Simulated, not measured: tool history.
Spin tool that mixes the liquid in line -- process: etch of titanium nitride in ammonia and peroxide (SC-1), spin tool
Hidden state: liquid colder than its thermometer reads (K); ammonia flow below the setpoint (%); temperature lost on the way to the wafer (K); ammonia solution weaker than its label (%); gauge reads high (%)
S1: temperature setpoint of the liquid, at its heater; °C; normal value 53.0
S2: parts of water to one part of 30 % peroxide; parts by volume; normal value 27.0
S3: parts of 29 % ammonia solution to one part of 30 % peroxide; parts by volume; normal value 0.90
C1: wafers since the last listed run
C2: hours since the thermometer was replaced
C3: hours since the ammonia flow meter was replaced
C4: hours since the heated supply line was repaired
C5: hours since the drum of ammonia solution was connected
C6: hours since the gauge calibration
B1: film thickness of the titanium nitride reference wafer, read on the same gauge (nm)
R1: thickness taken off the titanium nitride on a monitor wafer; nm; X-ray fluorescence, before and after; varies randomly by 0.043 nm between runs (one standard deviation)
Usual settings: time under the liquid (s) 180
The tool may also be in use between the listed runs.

Run 1, hour 0.0: usual settings; C1 0; C2 1126.2; C3 428.2; C4 2941.1; C5 131.1; C6 130.3; B1 79.93. Result: R1 6.08 nm.
Run 2, hour 16.3: usual settings; C1 75; C2 1142.5; C3 444.5; C4 2957.4; C5 147.4; C6 146.6; B1 79.99. Result: R1 6.00 nm.
Run 3, hour 38.8: usual settings; C1 103; C2 1165.0; C3 467.0; C4 2979.9; C5 169.9; C6 169.1; B1 79.97. Result: R1 6.00 nm.
At hour 44.2: ammonia flow meter replaced.
Run 4, hour 57.3: usual settings but S1 45.5 °C, time under the liquid (s) 90; C1 80; C2 1183.5; C3 13.1; C4 2998.4; C5 188.4; C6 187.6; B1 79.93. Result: R1 1.78 nm.
Run 5, hour 164.2: usual settings but S1 45.5 °C, time under the liquid (s) 90; C1 493; C2 1290.4; C3 120.0; C4 3105.3; C5 295.3; C6 294.5; B1 80.00. Result: R1 1.79 nm.
At hour 167.0: new drum of ammonia solution connected.
Run 6, hour 184.4: usual settings; C1 88; C2 1310.6; C3 140.2; C4 3125.5; C5 17.4; C6 314.7; B1 80.01. Result: R1 6.01 nm.
Run 7, hour 218.0: usual settings but S1 47.5 °C, S2 16.5 parts by volume, time under the liquid (s) 215; C1 155; C2 1344.2; C3 173.8; C4 3159.1; C5 51.0; C6 348.3; B1 80.00. Result: R1 6.31 nm.
Run 8, hour 234.2: usual settings; C1 74; C2 1360.4; C3 190.0; C4 3175.3; C5 67.2; C6 364.5; B1 80.00. Result: R1 5.95 nm.
Run 9, hour 267.4: usual settings but S1 45.5 °C, S2 39.5 parts by volume, S3 1.15 parts by volume, time under the liquid (s) 150; C1 153; C2 1393.6; C3 223.2; C4 3208.5; C5 100.4; C6 397.7; B1 79.96. Result: R1 2.44 nm.
Run 10, hour 283.3: usual settings; C1 73; C2 1409.5; C3 239.1; C4 3224.4; C5 116.3; C6 413.6; B1 80.02. Result: R1 5.98 nm.
Run 11, hour 307.4: usual settings but S1 47.0 °C, S3 0.50 parts by volume; C1 111; C2 1433.6; C3 263.2; C4 3248.5; C5 140.4; C6 437.7; B1 79.98. Result: R1 3.49 nm.
At hour 333.7: thermometer replaced.
Run 12, hour 339.7: usual settings but S1 49.0 °C, S2 34.0 parts by volume, S3 1.20 parts by volume, time under the liquid (s) 270; C1 144; C2 6.0; C3 295.5; C4 3280.8; C5 172.7; C6 470.0; B1 79.96. Result: R1 6.01 nm.
Run 13, hour 370.3: usual settings but S1 59.0 °C; C1 141; C2 36.6; C3 326.1; C4 3311.4; C5 203.3; C6 500.6; B1 80.00. Result: R1 8.47 nm.
At hour 392.3: gauge calibrated.
Run 14, hour 400.8: usual settings but S1 62.5 °C, S2 39.5 parts by volume, S3 1.20 parts by volume; C1 140; C2 67.1; C3 356.6; C4 3341.9; C5 233.8; C6 8.5; B1 80.02. Result: R1 9.15 nm.
At hour 411.2: heated supply line repaired.
Run 15, hour 413.3: usual settings but S1 61.5 °C, S2 17.5 parts by volume, S3 1.20 parts by volume, time under the liquid (s) 135; C1 53; C2 79.6; C3 369.1; C4 2.1; C5 246.3; C6 21.0; B1 80.00. Result: R1 10.05 nm.
Run 16, hour 432.4: usual settings but S1 46.0 °C, time under the liquid (s) 145; C1 88; C2 98.7; C3 388.2; C4 21.2; C5 265.4; C6 40.1; B1 79.99. Result: R1 2.78 nm.
Run 17, hour 447.3: usual settings; C1 68; C2 113.6; C3 403.1; C4 36.1; C5 280.3; C6 55.0; B1 80.00. Result: R1 5.57 nm.
At hour 453.5: ammonia flow meter replaced.
Run 18, hour 467.9: usual settings but S1 49.0 °C, S3 1.20 parts by volume; C1 90; C2 134.2; C3 14.4; C4 56.7; C5 300.9; C6 75.6; B1 80.01. Result: R1 4.54 nm.
At hour 485.0: thermometer replaced, repeated, since the last time left the tool worse.
Run 19, hour 500.3: usual settings but S1 45.5 °C, S2 31.0 parts by volume, S3 1.05 parts by volume, time under the liquid (s) 125; C1 145; C2 15.3; C3 46.8; C4 89.1; C5 333.3; C6 108.0; B1 80.04. Result: R1 2.54 nm.
At hour 516.0: new drum of ammonia solution connected.
Run 20, hour 516.5: usual settings but time under the liquid (s) 215; C1 70; C2 31.5; C3 63.0; C4 105.3; C5 0.5; C6 124.2; B1 79.97. Result: R1 7.66 nm.
Run 21, hour 546.0: usual settings but S1 56.0 °C, S2 39.5 parts by volume, S3 1.20 parts by volume, time under the liquid (s) 115; C1 136; C2 61.0; C3 92.5; C4 134.8; C5 30.0; C6 153.7; B1 80.02. Result: R1 4.30 nm.
Run 22, hour 559.6: usual settings; C1 62; C2 74.6; C3 106.1; C4 148.4; C5 43.6; C6 167.3; B1 80.03. Result: R1 6.37 nm.
Run 23, hour 577.5: usual settings; C1 82; C2 92.5; C3 124.0; C4 166.3; C5 61.5; C6 185.2; B1 80.01. Result: R1 6.40 nm.

Here are 5 independent what-if runs from the current tool condition. What would each one return?
Run A, hour 578.0: usual settings; C1 2; C2 93.0; C3 124.5; C4 166.8; C5 62.0; C6 185.7; B1 ?. Result: R1 ?.
Run B, hour 578.0: usual settings but S1 44.5 °C, S2 33.0 parts by volume, S3 0.60 parts by volume, time under the liquid (s) 85; C1 2; C2 93.0; C3 124.5; C4 166.8; C5 62.0; C6 185.7; B1 ?. Result: R1 ?.
Run C, hour 578.0: usual settings but S3 0.70 parts by volume; C1 2; C2 93.0; C3 124.5; C4 166.8; C5 62.0; C6 185.7; B1 ?. Result: R1 ?.
Run D, hour 578.0: usual settings but S1 45.5 °C, S3 0.60 parts by volume, time under the liquid (s) 85; C1 2; C2 93.0; C3 124.5; C4 166.8; C5 62.0; C6 185.7; B1 ?. Result: R1 ?.
Run E, hour 578.0: usual settings but S2 31.0 parts by volume; C1 2; C2 93.0; C3 124.5; C4 166.8; C5 62.0; C6 185.7; B1 ?. Result: R1 ?.

run     B1    R1
  A  79.99  6.45
  B  79.99  1.39
  C  79.99  6.16
  D  79.99  1.67
  E  79.99  5.97
Without the tool's unlogged condition, the same runs would have read:
run    R1
  A  6.51
  B  1.40
  C  6.22
  D  1.69
  E  6.03
